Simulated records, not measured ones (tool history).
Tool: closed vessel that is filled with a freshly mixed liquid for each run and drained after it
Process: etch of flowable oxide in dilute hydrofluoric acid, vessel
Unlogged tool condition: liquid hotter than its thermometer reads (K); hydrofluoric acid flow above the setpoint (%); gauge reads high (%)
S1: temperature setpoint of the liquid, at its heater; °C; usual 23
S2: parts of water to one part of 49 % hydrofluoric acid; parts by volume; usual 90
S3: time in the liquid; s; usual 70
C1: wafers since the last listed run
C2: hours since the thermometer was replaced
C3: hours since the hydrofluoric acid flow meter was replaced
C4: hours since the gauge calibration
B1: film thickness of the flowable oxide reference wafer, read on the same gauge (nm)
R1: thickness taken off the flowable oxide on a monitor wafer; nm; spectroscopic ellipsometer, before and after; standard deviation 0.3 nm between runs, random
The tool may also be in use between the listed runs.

run,hour,S1,S2,S3,C1,C2,C3,C4,B1,R1
1,0,21,90,70,0,454.3,1719.3,105.9,140.01,52.49
2,16,21,90,70,1404,470.3,1735.3,121.9,139.97,52.43
3,33.1,21,90,70,1500,487.4,1752.4,139,139.99,52.37
4,48.1,23,125,70,1316,502.4,1767.4,154,140,39.36
5,55.1,23,125,70,614,509.4,1774.4,161,140.01,39.39
6,63.3,23,125,70,719,517.6,1782.6,169.2,140,39.41
7,78.1,23,90,70,1298,532.4,1797.4,184,140,57.06
8,89.7,25.5,90,70,1018,544,1809,195.6,139.99,63.49
9,102.5,25.5,90,70,1123,556.8,1821.8,208.4,140,63.07
10,109.8,25.5,90,70,640,564.1,1829.1,215.7,140.01,63.24
11,126.7,19.5,90,70,1483,581,1846,232.6,140.02,50.21
12,139.2,19.5,90,70,1097,593.5,1858.5,245.1,140,49.71
13,147.2,19.5,90,70,702,601.5,1866.5,253.1,140.01,51
# hour 158.8: hydrofluoric acid flow meter replaced
14,159.3,23,90,70,974,613.6,0.5,265.2,140.01,58.1
15,175.9,23,90,70,1456,630.2,17.1,281.8,140.01,58.55
# hour 183.6: thermometer replaced
# hour 184.2: gauge calibrated
16,184.6,19,90,95,675,1,25.8,0.4,139.98,61.63
17,195.5,25.5,115,50,956,11.9,36.7,11.3,140,31.87
18,205.4,23,90,70,868,21.8,46.6,21.2,139.99,53.36
19,254,23,90,70,4265,70.4,95.2,69.8,140.01,54.58
20,269.6,26,65,105,1369,86,110.8,85.4,140,131.53
21,287.5,23,50,70,1570,103.9,128.7,103.3,140,102.75
22,297.2,26.5,90,70,851,113.6,138.4,113,140.01,62.68
23,304.1,27,115,70,605,120.5,145.3,119.9,140.01,48.95

Predict the results of run 24:
24,310.7,23,90,70,579,127.1,151.9,126.5,?,?

For run 24 the tool returned B1 140, R1 55.01 nm.
On a tool with no hidden condition, and with the same random variation, this run would have come out at R1 53.52 nm.

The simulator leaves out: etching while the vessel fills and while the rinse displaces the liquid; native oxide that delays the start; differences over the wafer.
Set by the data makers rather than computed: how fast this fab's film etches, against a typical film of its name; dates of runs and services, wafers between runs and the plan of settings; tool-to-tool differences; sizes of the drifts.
